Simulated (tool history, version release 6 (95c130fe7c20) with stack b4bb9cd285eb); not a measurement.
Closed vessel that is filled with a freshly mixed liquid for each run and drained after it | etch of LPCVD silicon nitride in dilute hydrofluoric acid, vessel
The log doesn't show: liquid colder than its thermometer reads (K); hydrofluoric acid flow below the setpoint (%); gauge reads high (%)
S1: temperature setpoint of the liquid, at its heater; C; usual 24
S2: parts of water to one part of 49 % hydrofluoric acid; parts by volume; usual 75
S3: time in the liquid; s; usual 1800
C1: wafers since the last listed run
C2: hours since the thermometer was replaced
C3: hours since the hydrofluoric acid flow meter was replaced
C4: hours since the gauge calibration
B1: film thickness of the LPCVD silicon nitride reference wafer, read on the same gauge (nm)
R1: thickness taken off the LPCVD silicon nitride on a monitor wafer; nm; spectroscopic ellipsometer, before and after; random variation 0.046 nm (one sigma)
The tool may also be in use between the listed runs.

run	hour	S1	S2	S3	C1	C2	C3	C4	B1	R1
1	0	24	75	1800	0	1277.5	836.1	1889.2	140.03	10.55
2	66.6	24	75	1800	3490	1344.1	902.7	1955.8	140	10.5
3	128.4	24	75	1800	3239	1405.9	964.5	2017.6	140.01	10.49
4	167.2	24	75	1800	2033	1444.7	1003.3	2056.4	139.97	10.48
# hour 209.8: thermometer replaced
5	311.7	24	75	1800	7521	101.9	1147.8	2200.9	140.03	10.98
6	407.5	24	75	1800	5021	197.7	1243.6	2296.7	139.98	10.92
7	475.5	24	75	1800	3564	265.7	1311.6	2364.7	140.06	10.78
8	567	24	75	1800	4796	357.2	1403.1	2456.2	139.97	10.84
9	635.5	24	75	1800	3590	425.7	1471.6	2524.7	140.02	10.8
10	740.1	24	75	1800	5482	530.3	1576.2	2629.3	140.03	10.79
# hour 784.8: gauge calibrated
11	817.8	24	75	1800	4072	608	1653.9	33	140.01	10.71
12	882.2	24	75	1800	3375	672.4	1718.3	97.4	139.98	10.72
13	950.3	24	75	1800	3569	740.5	1786.4	165.5	139.99	10.68
14	1048.8	24	95	1800	5163	839	1884.9	264	140.03	8.41
15	1108.1	28.5	115	2125	3108	898.3	1944.2	323.3	140.02	11.01
16	1155.8	20	75	820	2500	946	1991.9	371	140.02	3.66
17	1262.5	24	75	1800	5592	1052.7	2098.6	477.7	139.99	10.56
18	1306.3	24	45	2705	2295	1096.5	2142.4	521.5	139.99	26.04

The next listed run, before its measurement:
19	1355.7	24	75	1800	2589	1145.9	2191.8	570.9	?	?

{"run 19": {"B1": 140, "R1": 10.47}}
Without the tool's hidden state the same run would have given R1 11.14 nm.
